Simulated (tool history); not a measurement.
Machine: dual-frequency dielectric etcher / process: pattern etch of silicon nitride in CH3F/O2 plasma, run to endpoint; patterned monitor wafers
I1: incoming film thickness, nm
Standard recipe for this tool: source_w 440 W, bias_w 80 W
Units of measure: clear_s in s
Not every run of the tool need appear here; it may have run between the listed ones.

Run 1, hour 0.0: usual settings; I1 111.3. Result: clear_s 110.2 s.
Run 2, hour 27.6: usual settings; I1 110.6. Result: clear_s 111.5 s.
Run 3, hour 56.7: usual settings; I1 111.3. Result: clear_s 111.8 s.
Run 4, hour 89.4: usual settings; I1 111.6. Result: clear_s 111.1 s.
Run 5, hour 113.3: usual settings but source_w 520 W; I1 111.5. Result: clear_s 108.3 s.
Run 6, hour 148.8: usual settings but bias_w 88 W; I1 111.9. Result: clear_s 110.0 s.
Run 7, hour 183.2: usual settings but bias_w 88 W; I1 112.2. Result: clear_s 110.9 s.
Run 8, hour 208.1: usual settings but bias_w 88 W; I1 111.6. Result: clear_s 111.4 s.
At hour 252.7: wet clean of the chamber.
Run 9, hour 253.2: usual settings but source_w 470 W; I1 111.6. Result: clear_s 105.5 s.
Run 10, hour 253.6: usual settings but source_w 470 W; I1 111.0. Result: clear_s 105.3 s.
At hour 277.3: source power generator calibrated.
Run 11, hour 278.6: usual settings; I1 110.9. Result: clear_s 108.1 s.
At hour 310.8: upper electrode replaced.
Run 12, hour 311.3: usual settings but bias_w 88 W; I1 110.7. Result: clear_s 103.5 s.
Run 13, hour 320.0: usual settings but source_w 540 W, bias_w 74 W; I1 111.4. Result: clear_s 106.4 s.
Run 14, hour 352.8: usual settings; I1 112.3. Result: clear_s 107.9 s.
Run 15, hour 380.5: usual settings but source_w 530 W; I1 112.0. Result: clear_s 104.1 s.
Run 16, hour 416.4: usual settings but source_w 360 W, bias_w 98 W; I1 112.1. Result: clear_s 108.9 s.
At hour 430.6: bias power generator calibrated.
Run 17, hour 441.5: usual settings; I1 111.7. Result: clear_s 108.6 s.
Run 18, hour 472.0: usual settings but source_w 340 W, bias_w 63 W; I1 111.7. Result: clear_s 125.3 s.
Run 19, hour 497.2: usual settings; I1 111.0. Result: clear_s 109.1 s.
Run 20, hour 528.0: usual settings but source_w 540 W, bias_w 69 W; I1 110.5. Result: clear_s 108.3 s.
Run 21, hour 540.2: usual settings but bias_w 99 W; I1 111.5. Result: clear_s 103.7 s.
Run 22, hour 557.5: usual settings but bias_w 66 W; I1 111.5. Result: clear_s 116.6 s.

Below are 4 alternative next runs, each starting from the tool's condition after run 22. Predict each:
Run A, hour 558.0: usual settings but bias_w 91 W; I1 110.4. Result: clear_s ?.
Run B, hour 558.0: usual settings but source_w 400 W, bias_w 72 W; I1 110.4. Result: clear_s ?.
Run C, hour 558.0: usual settings but source_w 500 W, bias_w 94 W; I1 110.4. Result: clear_s ?.
Run D, hour 558.0: usual settings but source_w 470 W, bias_w 98 W; I1 110.4. Result: clear_s ?.

run  clear_s
  A    105.2
  B    114.9
  C    101.1
  D    101.4
Take away the tool's hidden state, keep each run's random variation, and the runs would have read:
run  clear_s
  A    102.9
  B    112.3
  C     98.8
  D     99.1

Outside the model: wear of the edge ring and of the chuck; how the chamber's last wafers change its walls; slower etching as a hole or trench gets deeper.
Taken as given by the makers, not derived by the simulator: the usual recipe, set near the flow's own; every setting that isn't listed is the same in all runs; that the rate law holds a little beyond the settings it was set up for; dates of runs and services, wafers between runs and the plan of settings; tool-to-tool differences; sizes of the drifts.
